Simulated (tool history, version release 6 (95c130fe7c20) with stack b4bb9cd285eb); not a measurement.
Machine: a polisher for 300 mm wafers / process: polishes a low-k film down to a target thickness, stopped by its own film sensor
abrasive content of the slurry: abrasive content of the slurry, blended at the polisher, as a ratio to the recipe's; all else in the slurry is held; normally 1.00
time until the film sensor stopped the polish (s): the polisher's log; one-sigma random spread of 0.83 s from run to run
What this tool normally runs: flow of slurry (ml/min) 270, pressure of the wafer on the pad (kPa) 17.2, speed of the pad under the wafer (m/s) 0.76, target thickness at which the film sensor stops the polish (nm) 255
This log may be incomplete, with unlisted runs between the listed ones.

run	hour	flow of slurry (ml/min)	pressure of the wafer on the pad (kPa)	speed of the pad under the wafer (m/s)	abrasive content of the slurry	target thickness at which the film sensor stops the polish (nm)	wafers since the last listed run	wafers polished on this pad	hours since the slurry nozzle was cleaned	hours since the head pressure was calibrated	hours since the slurry blender was calibrated	hours since the conditioning disc was replaced	incoming thickness of the incoming film, nm	time until the film sensor stopped the polish (s)
1	0.0	270	17.2	0.76	1.00	261	0	1513	220.7	763.1	40.7	119.9	273.8	36.8
2	13.8	270	17.2	0.76	1.00	261	131	1645	234.5	776.9	54.5	133.7	275.4	42.3
# hour 20.1: worn pad replaced by a new one
3	33.0	270	20.0	0.76	1.00	248	145	122	253.7	796.1	73.7	152.9	278.0	76.6
4	49.0	270	17.2	0.76	1.00	255	153	275	269.7	812.1	89.7	168.9	281.1	75.7
# hour 63.9: conditioning disc replaced and pad reconditioned
5	66.6	270	17.2	0.76	1.00	255	149	425	287.3	829.7	107.3	2.7	274.5	56.8
6	79.6	270	17.2	0.76	1.00	255	124	549	300.3	842.7	120.3	15.7	281.0	75.7
7	92.5	270	17.2	0.76	1.00	259	123	672	313.2	855.6	133.2	28.6	277.3	52.6
8	117.8	270	17.2	0.76	1.00	259	241	914	338.5	880.9	158.5	53.9	276.3	50.4
9	139.8	270	17.2	0.76	1.00	255	210	1125	360.5	902.9	180.5	75.9	279.4	71.7
10	154.5	270	21.4	0.76	1.00	258	140	1265	375.2	917.6	195.2	90.6	283.7	61.7
# hour 177.7: worn pad replaced by a new one
11	178.2	270	17.2	0.76	1.00	255	188	4	398.9	941.3	218.9	114.3	282.5	80.6
# hour 181.2: slurry nozzle cleaned
12	198.2	340	17.2	0.76	1.00	255	181	186	17.0	961.3	238.9	134.3	278.6	67.7
# hour 217.6: conditioning disc replaced and pad reconditioned
13	222.8	270	17.2	0.76	1.00	255	216	402	41.6	985.9	263.5	5.2	280.5	74.3
14	250.3	305	17.2	0.76	1.00	259	263	665	69.1	1013.4	291.0	32.7	281.2	64.1
15	274.8	270	19.3	0.76	1.30	255	234	899	93.6	1037.9	315.5	57.2	277.1	52.9
# hour 292.3: slurry blender recalibrated
16	292.8	270	11.0	0.76	0.75	261	153	1052	111.6	1055.9	0.5	75.2	276.8	77.2
17	311.6	270	17.2	0.76	1.00	259	179	1232	130.4	1074.7	19.3	94.0	284.7	75.7
18	331.2	270	17.2	0.76	1.00	255	187	1419	150.0	1094.3	38.9	113.6	279.9	74.4
# hour 345.6: worn pad replaced by a new one
# hour 356.3: head pressure recalibrated
19	356.7	270	17.2	0.76	1.00	255	186	86	175.5	0.4	64.4	139.1	274.2	53.9
# hour 365.1: conditioning disc replaced and pad reconditioned
20	387.0	220	17.2	0.58	1.00	255	270	357	205.8	30.7	94.7	21.9	281.7	87.1
21	420.9	270	17.2	0.76	1.00	255	324	681	239.7	64.6	128.6	55.8	274.2	53.8
22	448.2	270	13.1	1.00	0.80	255	261	942	267.0	91.9	155.9	83.1	280.9	87.3
23	477.5	315	17.2	0.54	1.00	252	280	1222	296.3	121.2	185.2	112.4	280.7	95.0
# hour 486.1: worn pad replaced by a new one
24	498.7	315	15.2	0.76	1.00	252	164	120	317.5	142.4	206.4	133.6	281.7	91.9
25	532.5	235	20.0	0.54	0.80	255	323	444	351.3	176.2	240.2	167.4	275.8	70.4
# hour 537.8: conditioning disc replaced and pad reconditioned
# hour 553.6: slurry nozzle cleaned
26	565.1	270	13.1	0.90	1.00	248	283	727	11.5	208.8	272.8	27.3	280.0	101.4

Alternative continuations, all from the tool just after run 26; predict every row:
A	565.5	270	17.2	0.76	0.75	255	3	731	11.9	209.2	273.2	27.7	279.8	?
B	565.5	335	17.2	0.76	1.00	262	3	731	11.9	209.2	273.2	27.7	279.8	?
C	565.5	270	17.2	0.98	1.25	248	3	731	11.9	209.2	273.2	27.7	279.8	?

run	time until the film sensor stopped the polish (s)
A	80.2
B	48.0
C	68.3
Take away the tool's hidden state, keep each run's random variation, and the runs would have read:
run	time until the film sensor stopped the polish (s)
A	77.4
B	46.3
C	66.0
